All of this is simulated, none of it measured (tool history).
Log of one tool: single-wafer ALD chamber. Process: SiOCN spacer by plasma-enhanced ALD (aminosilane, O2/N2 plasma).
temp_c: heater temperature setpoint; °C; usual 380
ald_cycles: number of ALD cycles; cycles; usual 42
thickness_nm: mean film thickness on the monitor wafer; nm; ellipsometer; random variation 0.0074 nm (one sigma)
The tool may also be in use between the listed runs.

run   hour  temp_c  ald_cycles  wafers since the last listed run  hours since the last thermocouple change  hours since the gauge calibration  read-back reference wafer on the same gauge, thickness_nm  thickness_nm
  1    0.0     380          42                                 0                                    1081.7                              202.3                                                      2.957         2.702
  2   12.4     380          42                                89                                    1094.1                              214.7                                                      2.956         2.719
      12.9  -- gauge calibrated
  3   39.3     380          42                               195                                    1121.0                               26.4                                                      2.976         2.733
  4   64.3     380          42                               181                                    1146.0                               51.4                                                      2.970         2.735
  5   76.5     385          42                                88                                    1158.2                               63.6                                                      2.969         2.723
  6  104.6     387          38                               203                                    1186.3                               91.7                                                      2.965         2.447
  7  131.1     387          38                               192                                    1212.8                              118.2                                                      2.962         2.448
  8  144.5     380          42                                97                                    1226.2                              131.6                                                      2.962         2.718
  9  169.1     373          50                               178                                    1250.8                              156.2                                                      2.961         3.223
 10  191.0     390          47                               158                                    1272.7                              178.1                                                      2.957         3.031
     213.5  -- gauge calibrated
 11  225.1     372          37                               247                                    1306.8                               11.6                                                      2.990         2.419
     259.1  -- thermocouple changed; heater temperature recalibrated
 12  300.6     387          47                               489                                      41.5                               87.1                                                      2.974         3.052
 13  332.6     387          38                               232                                      73.5                              119.1                                                      2.971         2.454
 14  367.1     380          42                               250                                     108.0                              153.6                                                      2.968         2.731

The next listed run, before its measurement:
 15  380.6     367          47                                97                                     121.5                              167.1                                                          ?             ?

read-back reference wafer on the same gauge, thickness_nm: 2.969
thickness_nm: 3.056 nm
Without the tool's hidden state the same run would have given thickness_nm 3.078 nm.
